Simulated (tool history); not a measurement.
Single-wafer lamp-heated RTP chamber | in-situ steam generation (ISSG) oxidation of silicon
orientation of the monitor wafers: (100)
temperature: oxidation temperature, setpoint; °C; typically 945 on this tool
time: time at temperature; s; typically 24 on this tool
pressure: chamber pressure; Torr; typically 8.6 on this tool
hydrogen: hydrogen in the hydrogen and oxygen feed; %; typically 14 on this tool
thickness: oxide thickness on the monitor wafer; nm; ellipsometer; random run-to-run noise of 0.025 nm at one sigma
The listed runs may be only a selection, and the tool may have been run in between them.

| run | day | temperature | time | pressure | hydrogen | read-back reference wafer on the same gauge, thickness | thickness |
|---|---|---|---|---|---|---|---|
| 1 | 0 | 945 | 24 | 7.7 | 14 | 4.868 | 4.519 |
| 2 | 3.108 | 945 | 24 | 8.6 | 14 | 4.87 | 4.43 |
| 3 | 7.275 | 932 | 24 | 8.6 | 14 | 4.869 | 4.276 |
| 4 | 11.012 | 945 | 24 | 8.6 | 14 | 4.869 | 4.511 |
| 5 | 23.142 | 945 | 24 | 8.6 | 14 | 4.874 | 4.615 |
| 6 | 27.438 | 945 | 24 | 8.6 | 14 | 4.872 | 4.411 |
| 7 | 30.4 | 945 | 24 | 8.6 | 14 | 4.874 | 4.469 |
| 8 | 32.317 | 945 | 24 | 8.6 | 14 | 4.876 | 4.466 |
| 9 | 34.188 | 945 | 24 | 8.6 | 14 | 4.871 | 4.463 |
| 10 | 37.096 | 945 | 24 | 8.6 | 14 | 4.87 | 4.522 |
| 11 | 41.292 | 945 | 24 | 8.6 | 14 | 4.872 | 4.553 |
| 12 | 42.85 | 945 | 24 | 8.6 | 14 | 4.873 | 4.562 |
| 13 | 44.379 | 960 | 24 | 8.6 | 14 | 4.869 | 4.8 |
| 14 | 46.058 | 945 | 24 | 8.6 | 14 | 4.872 | 4.41 |
| 15 | 48.117 | 945 | 24 | 8.6 | 14 | 4.874 | 4.43 |
| 16 | 51.488 | 945 | 30 | 9 | 24 | 4.869 | 5.481 |
| 17 | 53.754 | 934 | 24 | 8.6 | 14 | 4.872 | 4.318 |
| 18 | 57.288 | 945 | 24 | 8.6 | 14 | 4.863 | 4.488 |
| 19 | 59.212 | 936 | 16 | 8.6 | 23 | 4.871 | 4.173 |
| 20 | 62.417 | 936 | 24 | 9.5 | 11 | 4.875 | 4.201 |
| 21 | 66.6 | 945 | 24 | 7.3 | 14 | 4.871 | 4.455 |
| 22 | 68.529 | 945 | 24 | 8.6 | 14 | 4.866 | 4.505 |
| 23 | 72.138 | 945 | 21 | 8.6 | 14 | 4.87 | 4.262 |
| 24 | 75.267 | 926 | 24 | 8.6 | 11 | 4.871 | 4.08 |
| 25 | 79.204 | 945 | 24 | 8.6 | 14 | 4.873 | 4.527 |
| 26 | 86.696 | 945 | 24 | 9.8 | 14 | 4.87 | 4.429 |
| 27 | 89.496 | 929 | 24 | 8.6 | 11 | 4.874 | 4.101 |
| 28 | 93.558 | 945 | 15 | 8.6 | 14 | 4.869 | 3.729 |
| 29 | 97.842 | 945 | 24 | 8.6 | 14 | 4.861 | 4.573 |

Put back what was entered between runs (9 entries, withheld): which listed runs does each sit between, and how does the hidden state differ from the listed run before to the listed run after?
Between runs 1 and 2: pyrometer window cleaned and pyrometer calibrated (day 1.767)
  true wafer temperature minus pyrometer reading, K: 8.87 -> 0.879
  measured value less the no-hidden-state value, thickness: +0.123 -> +0.012 nm
Between runs 5 and 6: pyrometer window cleaned and pyrometer calibrated (day 23.821)
  true wafer temperature minus pyrometer reading, K: 11.1 -> 2.1
  measured value less the no-hidden-state value, thickness: +0.158 -> +0.028 nm
Between runs 8 and 9: gauge calibrated (day 33.225); hydrogen flow controller replaced (day 34.167)
  true wafer temperature minus pyrometer reading, K: 4.59 -> 5.55
  measured value less the no-hidden-state value, thickness: +0.063 -> +0.076 nm
Between runs 13 and 14: pyrometer window cleaned and pyrometer calibrated (day 45.967)
  true wafer temperature minus pyrometer reading, K: 10.8 -> 0.0856
  measured value less the no-hidden-state value, thickness: +0.175 -> +0.001 nm
Between runs 20 and 21: pressure gauge zeroed (day 62.758); pyrometer window cleaned and pyrometer calibrated (day 63.704)
  true wafer temperature minus pyrometer reading, K: 8.45 -> 3.08
  measured value less the no-hidden-state value, thickness: +0.103 -> +0.042 nm
Between runs 25 and 26: pyrometer window cleaned and pyrometer calibrated (day 80.938)
  true wafer temperature minus pyrometer reading, K: 9.52 -> 4.61
  measured value less the no-hidden-state value, thickness: +0.133 -> +0.063 nm
Between runs 26 and 27: gauge calibrated (day 87.167)
  true wafer temperature minus pyrometer reading, K: 4.61 -> 6.04
  measured value less the no-hidden-state value, thickness: +0.063 -> +0.069 nm
